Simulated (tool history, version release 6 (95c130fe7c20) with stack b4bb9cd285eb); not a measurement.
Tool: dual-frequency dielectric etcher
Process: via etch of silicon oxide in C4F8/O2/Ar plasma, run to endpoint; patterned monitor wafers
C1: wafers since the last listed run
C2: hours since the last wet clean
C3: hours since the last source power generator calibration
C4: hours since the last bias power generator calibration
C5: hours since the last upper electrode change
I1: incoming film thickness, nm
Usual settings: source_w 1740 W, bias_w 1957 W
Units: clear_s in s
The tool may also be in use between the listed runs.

{"run": 1, "hour": 0.0, "source_w": 1740, "bias_w": 1842, "C1": 0, "C2": 98.6, "C3": 3129.9, "C4": 4715.4, "C5": 2632.8, "I1": 1758.1, "clear_s": 361.8}
{"run": 2, "hour": 17.2, "source_w": 1740, "bias_w": 1957, "C1": 87, "C2": 115.8, "C3": 3147.1, "C4": 4732.6, "C5": 2650, "I1": 1744.3, "clear_s": 354.5}
{"run": 3, "hour": 32.2, "source_w": 1740, "bias_w": 1957, "C1": 76, "C2": 130.8, "C3": 3162.1, "C4": 4747.6, "C5": 2665, "I1": 1756.1, "clear_s": 356.9}
{"run": 4, "hour": 42.5, "source_w": 1740, "bias_w": 1957, "C1": 52, "C2": 141.1, "C3": 3172.4, "C4": 4757.9, "C5": 2675.3, "I1": 1739.3, "clear_s": 352.9}
{"run": 5, "hour": 56.3, "source_w": 1460, "bias_w": 2123, "C1": 70, "C2": 154.9, "C3": 3186.2, "C4": 4771.7, "C5": 2689.1, "I1": 1742.1, "clear_s": 385.6}
{"run": 6, "hour": 72.0, "source_w": 1460, "bias_w": 2123, "C1": 79, "C2": 170.6, "C3": 3201.9, "C4": 4787.4, "C5": 2704.8, "I1": 1734.7, "clear_s": 387.7}
{"run": 7, "hour": 79.8, "source_w": 1960, "bias_w": 1957, "C1": 39, "C2": 178.4, "C3": 3209.7, "C4": 4795.2, "C5": 2712.6, "I1": 1755.2, "clear_s": 327.5}
{"run": 8, "hour": 93.8, "source_w": 1960, "bias_w": 1957, "C1": 71, "C2": 192.4, "C3": 3223.7, "C4": 4809.2, "C5": 2726.6, "I1": 1754.5, "clear_s": 326.5}
{"run": 9, "hour": 111.3, "source_w": 1960, "bias_w": 1957, "C1": 89, "C2": 209.9, "C3": 3241.2, "C4": 4826.7, "C5": 2744.1, "I1": 1739.1, "clear_s": 322.7}
{"run": 10, "hour": 119.7, "source_w": 1550, "bias_w": 1827, "C1": 42, "C2": 218.3, "C3": 3249.6, "C4": 4835.1, "C5": 2752.5, "I1": 1752.1, "clear_s": 384.3}
{"hour": 126.0, "done": "bias power generator calibrated"}
{"hour": 145.8, "done": "source power generator calibrated"}
{"hour": 146.2, "done": "upper electrode replaced, of another model than before"}
{"run": 11, "hour": 146.7, "source_w": 1550, "bias_w": 1827, "C1": 94, "C2": 245.3, "C3": 0.9, "C4": 20.7, "C5": 0.5, "I1": 1751.3, "clear_s": 372.8}
{"run": 12, "hour": 147.1, "source_w": 1550, "bias_w": 1827, "C1": 2, "C2": 245.7, "C3": 1.3, "C4": 21.1, "C5": 0.9, "I1": 1752.2, "clear_s": 375.2}
{"run": 13, "hour": 155.6, "source_w": 1870, "bias_w": 1957, "C1": 43, "C2": 254.2, "C3": 9.8, "C4": 29.6, "C5": 9.4, "I1": 1744.6, "clear_s": 338.2}
{"run": 14, "hour": 173.1, "source_w": 1740, "bias_w": 1957, "C1": 89, "C2": 271.7, "C3": 27.3, "C4": 47.1, "C5": 26.9, "I1": 1761.6, "clear_s": 351.1}
{"run": 15, "hour": 199.0, "source_w": 1740, "bias_w": 1558, "C1": 131, "C2": 297.6, "C3": 53.2, "C4": 73, "C5": 52.8, "I1": 1762.4, "clear_s": 381.9}
{"run": 16, "hour": 205.9, "source_w": 1520, "bias_w": 1957, "C1": 35, "C2": 304.5, "C3": 60.1, "C4": 79.9, "C5": 59.7, "I1": 1730.5, "clear_s": 357.3}
{"hour": 239.4, "done": "wet clean of the chamber"}
{"run": 17, "hour": 239.9, "source_w": 2000, "bias_w": 2104, "C1": 50, "C2": 0.5, "C3": 94.1, "C4": 113.9, "C5": 93.7, "I1": 1742.4, "clear_s": 327.4}
{"run": 18, "hour": 240.3, "source_w": 1460, "bias_w": 2123, "C1": 2, "C2": 0.9, "C3": 94.5, "C4": 114.3, "C5": 94.1, "I1": 1746.7, "clear_s": 363.1}
{"run": 19, "hour": 240.7, "source_w": 1740, "bias_w": 1957, "C1": 2, "C2": 1.3, "C3": 94.9, "C4": 114.7, "C5": 94.5, "I1": 1739.9, "clear_s": 353.4}
{"run": 20, "hour": 258.9, "source_w": 1990, "bias_w": 2218, "C1": 92, "C2": 19.5, "C3": 113.1, "C4": 132.9, "C5": 112.7, "I1": 1742.3, "clear_s": 321.2}
{"run": 21, "hour": 292.9, "source_w": 1740, "bias_w": 1957, "C1": 173, "C2": 53.5, "C3": 147.1, "C4": 166.9, "C5": 146.7, "I1": 1755, "clear_s": 356.3}
{"run": 22, "hour": 305.6, "source_w": 2100, "bias_w": 2080, "C1": 64, "C2": 66.2, "C3": 159.8, "C4": 179.6, "C5": 159.4, "I1": 1750.2, "clear_s": 318.1}
{"run": 23, "hour": 355.1, "source_w": 2040, "bias_w": 2117, "C1": 252, "C2": 115.7, "C3": 209.3, "C4": 229.1, "C5": 208.9, "I1": 1755.8, "clear_s": 320.7}
{"run": 24, "hour": 369.6, "source_w": 1740, "bias_w": 1957, "C1": 73, "C2": 130.2, "C3": 223.8, "C4": 243.6, "C5": 223.4, "I1": 1728, "clear_s": 347.3}
{"run": 25, "hour": 380.1, "source_w": 1530, "bias_w": 1957, "C1": 53, "C2": 140.7, "C3": 234.3, "C4": 254.1, "C5": 233.9, "I1": 1735.6, "clear_s": 364.5}
{"run": 26, "hour": 389.3, "source_w": 1330, "bias_w": 1957, "C1": 46, "C2": 149.9, "C3": 243.5, "C4": 263.3, "C5": 243.1, "I1": 1746, "clear_s": 384.5}
{"run": 27, "hour": 399.1, "source_w": 1970, "bias_w": 2192, "C1": 49, "C2": 159.7, "C3": 253.3, "C4": 273.1, "C5": 252.9, "I1": 1746.9, "clear_s": 318.3}
{"run": 28, "hour": 414.5, "source_w": 1400, "bias_w": 2265, "C1": 78, "C2": 175.1, "C3": 268.7, "C4": 288.5, "C5": 268.3, "I1": 1750.4, "clear_s": 355.3}
{"run": 29, "hour": 440.7, "source_w": 1740, "bias_w": 1957, "C1": 133, "C2": 201.3, "C3": 294.9, "C4": 314.7, "C5": 294.5, "I1": 1754.4, "clear_s": 347.2}
{"run": 30, "hour": 451.2, "source_w": 1450, "bias_w": 1957, "C1": 53, "C2": 211.8, "C3": 305.4, "C4": 325.2, "C5": 305, "I1": 1759.2, "clear_s": 370.8}
{"run": 31, "hour": 461.5, "source_w": 1870, "bias_w": 2364, "C1": 52, "C2": 222.1, "C3": 315.7, "C4": 335.5, "C5": 315.3, "I1": 1756, "clear_s": 314.4}
{"run": 32, "hour": 469.3, "source_w": 1390, "bias_w": 1957, "C1": 39, "C2": 229.9, "C3": 323.5, "C4": 343.3, "C5": 323.1, "I1": 1745.3, "clear_s": 373.4}
{"run": 33, "hour": 476.8, "source_w": 1610, "bias_w": 1788, "C1": 38, "C2": 237.4, "C3": 331, "C4": 350.8, "C5": 330.6, "I1": 1741.7, "clear_s": 366.4}
{"run": 34, "hour": 494.4, "source_w": 1740, "bias_w": 2435, "C1": 89, "C2": 255, "C3": 348.6, "C4": 368.4, "C5": 348.2, "I1": 1744.3, "clear_s": 314.9}

Run 35 comes next. What will it give?
{"run": 35, "hour": 505.8, "source_w": 1740, "bias_w": 1957, "C1": 58, "C2": 266.4, "C3": 360, "C4": 379.8, "C5": 359.6, "I1": 1740.8, "clear_s": "?"}

Run 35 gave clear_s 340.3 s.
Without the tool's hidden state the same run would have given clear_s 354.4 s.

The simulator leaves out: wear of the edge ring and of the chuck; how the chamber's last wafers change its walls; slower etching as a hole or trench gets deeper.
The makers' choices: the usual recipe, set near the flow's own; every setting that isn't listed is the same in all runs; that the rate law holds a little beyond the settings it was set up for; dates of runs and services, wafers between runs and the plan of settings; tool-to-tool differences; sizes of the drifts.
